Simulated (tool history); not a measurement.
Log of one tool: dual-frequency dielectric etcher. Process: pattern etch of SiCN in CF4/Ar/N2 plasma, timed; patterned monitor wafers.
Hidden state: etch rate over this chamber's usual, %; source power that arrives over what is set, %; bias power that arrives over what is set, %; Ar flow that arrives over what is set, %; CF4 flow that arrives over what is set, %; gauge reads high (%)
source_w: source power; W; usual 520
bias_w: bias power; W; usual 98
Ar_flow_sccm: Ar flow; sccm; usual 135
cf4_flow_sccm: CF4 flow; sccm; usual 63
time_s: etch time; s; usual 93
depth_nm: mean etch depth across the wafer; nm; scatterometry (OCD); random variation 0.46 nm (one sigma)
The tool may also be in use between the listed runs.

run    hour  source_w  bias_w  Ar_flow_sccm  cf4_flow_sccm  time_s  wafers since the last listed run  hours since the last wet clean  hours since the last source power generator calibration  hours since the last bias power generator calibration  hours since the last Ar flow controller change  hours since the last CF4 flow controller change  hours since the last upper electrode change  hours since the gauge calibration  read-back reference wafer on the same gauge, depth_nm  depth_nm
  1       0       520      98           135             63      93                                 0                           397.1                                                     2022                                                 2154.9                                          3882.2                                           3569.4                                        920.8                             1040.8                                                     76      90.4
  2    49.4       600      98           135             63   100.5                               623                           446.5                                                   2071.4                                                 2204.3                                          3931.6                                           3618.8                                        970.2                             1090.2                                                   76.1       113
      103.3  -- wet clean of the chamber
  3   120.9       600      98           135             63   100.5                               599                            17.6                                                   2142.9                                                 2275.8                                          4003.1                                           3690.3                                       1041.7                             1161.7                                                     76     106.4
  4   217.7       600      98           135             63   100.5                              1221                           114.4                                                   2239.7                                                 2372.6                                          4099.9                                           3787.1                                       1138.5                             1258.5                                                   76.1     108.2
  5   283.9       520      98           135             63      93                               835                           180.6                                                   2305.9                                                 2438.8                                          4166.1                                           3853.3                                       1204.7                             1324.7                                                   76.1      87.5
  6   349.1       520      98           135             63      93                               822                           245.8                                                   2371.1                                                   2504                                          4231.3                                           3918.5                                       1269.9                             1389.9                                                     76      87.5
  7   410.6       520     103           135             63      93                               775                           307.3                                                   2432.6                                                 2565.5                                          4292.8                                             3980                                       1331.4                             1451.4                                                   75.9      91.4
      477.6  -- gauge calibrated
      516.7  -- wet clean of the chamber
  8   517.2       520      98           123             63      93                              1042                             0.5                                                   2539.2                                                 2672.1                                          4399.4                                           4086.6                                         1438                               39.6                                                   76.1        89
  9     590       450      98           135             63      93                               918                            73.3                                                     2612                                                 2744.9                                          4472.2                                           4159.4                                       1510.8                              112.4                                                     76      75.6
 10   630.9       590      98           115             63      70                               516                           114.2                                                   2652.9                                                 2785.8                                          4513.1                                           4200.3                                       1551.7                              153.3                                                   75.9      76.5
 11   680.1       640      98           135             63      93                               620                           163.4                                                   2702.1                                                   2835                                          4562.3                                           4249.5                                       1600.9                              202.5                                                     76       108
      685.9  -- source power generator calibrated
 12   743.9       520      98           135             63      93                               754                           227.2                                                       58                                                 2898.8                                          4626.1                                           4313.3                                       1664.7                              266.3                                                     76      88.3
 13   793.1       520      77           135             51     118                               620                           276.4                                                    107.2                                                   2948                                          4675.3                                           4362.5                                       1713.9                              315.5                                                   75.9      97.9
      835.2  -- CF4 flow controller replaced
      843.7  -- Ar flow controller replaced
 14   890.8       430      98           102             63      93                              1081                           374.1                                                    204.9                                                 3045.7                                            47.1                                             55.6                                       1811.6                              413.2                                                   75.9      79.7
      944.4  -- bias power generator calibrated
 15   961.9       520     121           135             63    76.5                               846                           445.2                                                      276                                                   17.5                                           118.2                                            126.7                                       1882.7                              484.3                                                     76      82.8
      999.6  -- wet clean of the chamber
     1101.7  -- upper electrode replaced
 16  1228.7       570      75           164             63     119                              2760                           229.1                                                    542.8                                                  284.3                                             385                                            393.5                                          127                              751.1                                                   75.9     101.7
 17  1320.9       390     118           135             53    72.5                              1163                           321.3                                                      635                                                  376.5                                           477.2                                            485.7                                        219.2                              843.3                                                   76.1        56
     1399.5  -- wet clean of the chamber
 18    1400       520      89           135             63      93                               695                             0.5                                                    714.1                                                  455.6                                           556.3                                            564.8                                        298.3                              922.4                                                     76      82.1
 19    1467       520      98           135             63      93                               845                            67.5                                                    781.1                                                  522.6                                           623.3                                            631.8                                        365.3                              989.4                                                   75.8      87.5
 20  1572.6       400      83           135             63     112                              1332                           173.1                                                    886.7                                                  628.2                                           728.9                                            737.4                                        470.9                               1095                                                   76.1      74.6

Forecast each of these 5 alternatives for the next run:
  A  1573       520      98           135             63      93                                 5                           173.5                                                    887.1                                                  628.6                                           729.3                                            737.8                                        471.3                             1095.4                                                      ?         ?
  B  1573       390      77           135             63      93                                 5                           173.5                                                    887.1                                                  628.6                                           729.3                                            737.8                                        471.3                             1095.4                                                      ?         ?
  C  1573       450     118           135             75      93                                 5                           173.5                                                    887.1                                                  628.6                                           729.3                                            737.8                                        471.3                             1095.4                                                      ?         ?
  D  1573       630      98           135             63      93                                 5                           173.5                                                    887.1                                                  628.6                                           729.3                                            737.8                                        471.3                             1095.4                                                      ?         ?
  E  1573       520      98           135             57    70.5                                 5                           173.5                                                    887.1                                                  628.6                                           729.3                                            737.8                                        471.3                             1095.4                                                      ?         ?

run  read-back reference wafer on the same gauge, depth_nm  depth_nm
  A                                                     76      88.2
  B                                                     76      58.3
  C                                                     76      85.4
  D                                                     76     106.2
  E                                                     76      66.1
Without the tool's hidden state the same runs would have given:
run  depth_nm
  A      86.6
  B      57.3
  C      83.8
  D     104.3
  E      64.9
